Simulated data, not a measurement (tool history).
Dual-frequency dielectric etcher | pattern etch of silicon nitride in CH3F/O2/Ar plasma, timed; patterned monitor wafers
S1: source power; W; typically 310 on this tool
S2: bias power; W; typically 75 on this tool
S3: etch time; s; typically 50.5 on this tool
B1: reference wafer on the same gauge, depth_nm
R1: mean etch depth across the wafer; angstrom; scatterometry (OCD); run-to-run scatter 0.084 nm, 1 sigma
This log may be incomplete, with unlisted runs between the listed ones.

run     day   S1  S2    S3     B1     R1
  1   0.000  310  87  50.5  28.20  355.8
  2   1.654  310  75  50.5  28.21  334.5
  3   4.312  310  70  50.5  28.21  325.0
  4   6.958  310  70  50.5  28.20  325.2
  5   8.992  310  75  50.5  28.18  335.6
  6  11.146  310  83  50.5  28.18  347.9
  7  13.246  310  75  50.5  28.19  335.1
  8  15.762  310  75  50.5  28.17  333.1
  9  16.996  310  75  50.5  28.24  335.8
     18.467  -- wet clean of the chamber
 10  18.767  250  75  50.5  28.22  312.1
 11  20.554  250  75  50.5  28.23  312.5
 12  21.829  310  75  50.5  28.20  334.7
 13  23.138  310  75  50.5  28.23  335.6
 14  25.654  370  92  58.0  28.17  439.7
     28.071  -- gauge calibrated
     28.938  -- bias power generator calibrated
 15  31.512  250  59  50.5  28.17  287.3
     33.400  -- upper electrode replaced
 16  33.421  240  82  50.5  28.22  325.6
     34.150  -- source power generator calibrated
 17  34.483  370  75  45.0  28.19  320.6
 18  36.012  260  84  50.5  28.20  335.5
 19  37.221  340  75  50.5  28.22  348.5
 20  38.929  310  83  50.5  28.21  351.3
     41.225  -- wet clean of the chamber
 21  41.246  310  85  50.5  28.23  354.1
 22  42.425  240  81  64.5  28.17  411.0
 23  44.129  350  68  41.0  28.21  273.6
 24  45.396  310  83  37.0  28.21  256.9

What if the next run were any one of these 3? Each begins from the tool's condition after run 24:
  A  45.412  310  59  50.5   ?   ?
  B  45.412  310  85  45.5   ?   ?
  C  45.412  310  90  50.5   ?   ?

run     B1     R1
  A  28.22  305.7
  B  28.22  318.7
  C  28.22  362.0
With the hidden condition removed and each run's random variation left untouched, the same runs would have given:
run     R1
  A  308.7
  B  322.2
  C  366.0
